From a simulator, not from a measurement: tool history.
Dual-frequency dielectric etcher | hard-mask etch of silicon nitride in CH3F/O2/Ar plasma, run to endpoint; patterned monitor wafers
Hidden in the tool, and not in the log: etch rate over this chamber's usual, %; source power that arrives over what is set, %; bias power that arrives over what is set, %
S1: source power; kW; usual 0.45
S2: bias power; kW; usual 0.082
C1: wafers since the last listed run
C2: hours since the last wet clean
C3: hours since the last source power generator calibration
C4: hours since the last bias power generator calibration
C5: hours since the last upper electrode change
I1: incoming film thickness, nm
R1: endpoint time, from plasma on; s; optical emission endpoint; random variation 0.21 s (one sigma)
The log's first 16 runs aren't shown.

run,day,S1,S2,C1,C2,C3,C4,C5,I1,R1
17,10.888,0.45,0.082,71,144.7,114,4363.5,5252.6,46.79,67.9
# day 11.133: bias power generator calibrated
18,11.471,0.38,0.094,71,158.7,128,8.1,5266.6,46.68,69.1
19,12.138,0.45,0.082,114,174.7,144,24.1,5282.6,46.68,67.8
20,12.525,0.51,0.062,66,184,153.3,33.4,5291.9,46.51,70.3
21,13.088,0.48,0.067,96,197.5,166.8,46.9,5305.4,46.92,70.8
# day 14.188: upper electrode replaced
22,14.208,0.48,0.093,20,224.4,193.7,73.8,0.5,46.76,64
23,14.221,0.35,0.093,2,224.7,194,74.1,0.8,46.94,70.8
24,14.492,0.55,0.082,46,231.2,200.5,80.6,7.3,47.23,64.3
25,14.888,0.37,0.067,67,240.7,210,90.1,16.8,46.87,76.5
26,15.192,0.38,0.064,52,248,217.3,97.4,24.1,46.76,76.7
27,15.904,0.53,0.099,122,265.1,234.4,114.5,41.2,46.74,60.8
28,16.312,0.53,0.102,70,274.9,244.2,124.3,51,46.99,60.6
29,16.812,0.53,0.102,85,286.9,256.2,136.3,63,47.03,60.2
30,17.346,0.4,0.063,91,299.7,269,149.1,75.8,46.97,75.8
31,17.617,0.56,0.067,46,306.2,275.5,155.6,82.3,46.84,66.6
32,18.238,0.37,0.082,106,321.1,290.4,170.5,97.2,46.53,71.5
# day 19.3: wet clean of the chamber
33,19.321,0.45,0.089,14,0.5,316.4,196.5,123.2,46.83,66.9
34,19.338,0.45,0.082,2,0.9,316.8,196.9,123.6,46.96,68.6
35,19.65,0.36,0.066,53,8.4,324.3,204.4,131.1,47.06,78.3

4 ways to go on from here, each from the tool as it stands after run 35. What would each give?
A,19.667,0.45,0.082,2,8.8,324.7,204.8,131.5,46.39,?
B,19.667,0.42,0.082,2,8.8,324.7,204.8,131.5,46.39,?
C,19.667,0.53,0.082,2,8.8,324.7,204.8,131.5,46.39,?
D,19.667,0.39,0.07,2,8.8,324.7,204.8,131.5,46.39,?

run,R1
A,67.8
B,69.3
C,64.3
D,74.2
Without the tool's hidden state the same runs would have given:
run,R1
A,68.1
B,69.7
C,64.6
D,74.6
